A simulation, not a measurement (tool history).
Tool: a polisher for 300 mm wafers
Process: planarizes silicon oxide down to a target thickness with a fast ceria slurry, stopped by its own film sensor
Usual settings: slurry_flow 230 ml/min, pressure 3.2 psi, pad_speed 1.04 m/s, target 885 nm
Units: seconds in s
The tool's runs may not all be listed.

run	hour	slurry_flow	pressure	pad_speed	target	incoming thickness of the incoming film, nm	seconds
1	0.0	230	3.2	1.04	885	1837.4	43.8
2	27.0	230	3.2	1.04	885	1813.9	43.2
# hour 35.5: worn pad replaced by a new one
3	46.9	230	3.2	1.04	885	1838.1	45.3
4	79.7	230	3.2	1.04	885	1857.0	46.5
5	98.7	230	3.2	1.04	885	1815.4	45.1
6	128.3	230	3.2	1.04	885	1825.5	45.7
7	154.7	230	3.2	1.04	885	1877.2	48.1
8	172.2	230	3.2	1.04	885	1840.1	46.6
# hour 190.4: worn pad replaced by a new one, of another model than before
9	193.0	230	4.1	1.04	767	1813.6	47.5
10	224.5	230	4.1	1.04	767	1823.9	51.9
11	243.3	230	3.2	1.04	885	1840.0	52.6
12	272.9	230	3.2	1.04	885	1819.7	55.6
# hour 287.9: slurry nozzle cleaned
# hour 296.6: head pressure recalibrated
13	304.1	230	3.2	1.04	885	1855.1	44.5
14	333.3	230	3.2	1.04	885	1840.3	45.1
# hour 339.2: worn pad replaced by a new one
15	348.7	230	3.2	1.04	885	1831.5	45.5
16	382.0	230	3.2	1.04	885	1842.8	47.4
17	416.9	305	3.2	1.04	713	1826.3	50.2
18	449.7	170	3.2	0.80	1203	1833.1	39.4
# hour 470.2: worn pad replaced by a new one
19	475.3	180	3.2	1.04	986	1841.6	49.0
20	504.7	255	3.2	0.86	1145	1854.4	38.8
21	525.5	195	2.8	1.20	779	1832.6	58.6
22	559.7	230	3.2	1.04	885	1825.6	51.3
23	593.7	230	3.2	1.04	885	1862.2	56.3
# hour 602.8: worn pad replaced by a new one
24	606.0	230	3.2	1.04	1109	1835.4	42.1
# hour 612.5: slurry nozzle cleaned
25	635.5	230	3.8	1.04	885	1855.3	40.8
26	654.9	230	2.8	1.04	885	1860.9	50.4
27	689.8	275	3.2	1.04	983	1841.2	40.9
28	722.4	195	3.2	1.04	1140	1848.7	36.8
# hour 743.0: worn pad replaced by a new one
29	747.8	230	3.2	1.04	775	1845.5	54.3
30	764.7	230	3.2	1.04	885	1817.0	47.5

Forecast each of these 3 alternatives for the next run:
A	765.1	230	3.2	1.04	885	1840.0	?
B	765.1	250	3.2	1.28	640	1840.0	?
C	765.1	205	3.2	1.04	885	1840.0	?

run	seconds
A	48.6
B	53.7
C	50.7
Without the tool's hidden state the same runs would have given:
run	seconds
A	44.7
B	49.9
C	45.9
